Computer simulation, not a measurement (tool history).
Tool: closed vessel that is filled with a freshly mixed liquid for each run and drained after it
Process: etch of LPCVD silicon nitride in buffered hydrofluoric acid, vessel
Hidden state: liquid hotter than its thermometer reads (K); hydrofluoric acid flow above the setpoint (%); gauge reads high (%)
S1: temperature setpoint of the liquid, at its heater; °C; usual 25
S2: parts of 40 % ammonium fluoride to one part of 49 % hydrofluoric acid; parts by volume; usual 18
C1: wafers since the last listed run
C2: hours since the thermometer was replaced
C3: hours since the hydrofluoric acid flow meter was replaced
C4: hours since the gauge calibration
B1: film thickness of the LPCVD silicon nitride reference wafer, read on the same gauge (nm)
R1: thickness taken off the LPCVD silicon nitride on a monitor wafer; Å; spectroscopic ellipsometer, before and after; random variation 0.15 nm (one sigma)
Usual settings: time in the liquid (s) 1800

Run 1, hour 0: usual settings but S1 27.5 °C, time in the liquid (s) 2445; C1 0; C2 2076.4; C3 865.9; C4 85.1; B1 119.99. Result: R1 276.3 Å.
Run 2, hour 23.7: usual settings but S1 27.5 °C, time in the liquid (s) 2445; C1 896; C2 2100.1; C3 889.6; C4 108.8; B1 120. Result: R1 275.5 Å.
Run 3, hour 50.1: usual settings but S1 27.5 °C, time in the liquid (s) 2445; C1 998; C2 2126.5; C3 916; C4 135.2; B1 120. Result: R1 275 Å.
Run 4, hour 66.2: usual settings but time in the liquid (s) 2025; C1 608; C2 2142.6; C3 932.1; C4 151.3; B1 120. Result: R1 202.4 Å.
Run 5, hour 89.1: usual settings but S2 23 parts by volume; C1 865; C2 2165.5; C3 955; C4 174.2; B1 120.01. Result: R1 143.3 Å.
Run 6, hour 123.4: usual settings but S2 23 parts by volume; C1 1297; C2 2199.8; C3 989.3; C4 208.5; B1 120.01. Result: R1 143.1 Å.
Run 7, hour 148.3: usual settings but S2 23 parts by volume; C1 941; C2 2224.7; C3 1014.2; C4 233.4; B1 119.99. Result: R1 147.5 Å.
At hour 165.9: thermometer replaced.
Run 8, hour 180.4: usual settings; C1 1176; C2 14.5; C3 1046.3; C4 265.5; B1 119.99. Result: R1 183.5 Å.
Run 9, hour 202.9: usual settings; C1 850; C2 37; C3 1068.8; C4 288; B1 120. Result: R1 183.4 Å.
Run 10, hour 237.7: usual settings but S1 30 °C, S2 24.5 parts by volume, time in the liquid (s) 1120; C1 1315; C2 71.8; C3 1103.6; C4 322.8; B1 120. Result: R1 114.3 Å.
Run 11, hour 271.7: usual settings but time in the liquid (s) 2025; C1 1285; C2 105.8; C3 1137.6; C4 356.8; B1 120. Result: R1 204.6 Å.

The next listed run, before its measurement:
Run 12, hour 306.4: usual settings but S2 24.5 parts by volume, time in the liquid (s) 1155; C1 1312; C2 140.5; C3 1172.3; C4 391.5; B1 ?. Result: R1 ?.

B1: 120.03
R1: 88.3 Å
Without the tool's hidden state the same run would have given R1 80.9 Å.

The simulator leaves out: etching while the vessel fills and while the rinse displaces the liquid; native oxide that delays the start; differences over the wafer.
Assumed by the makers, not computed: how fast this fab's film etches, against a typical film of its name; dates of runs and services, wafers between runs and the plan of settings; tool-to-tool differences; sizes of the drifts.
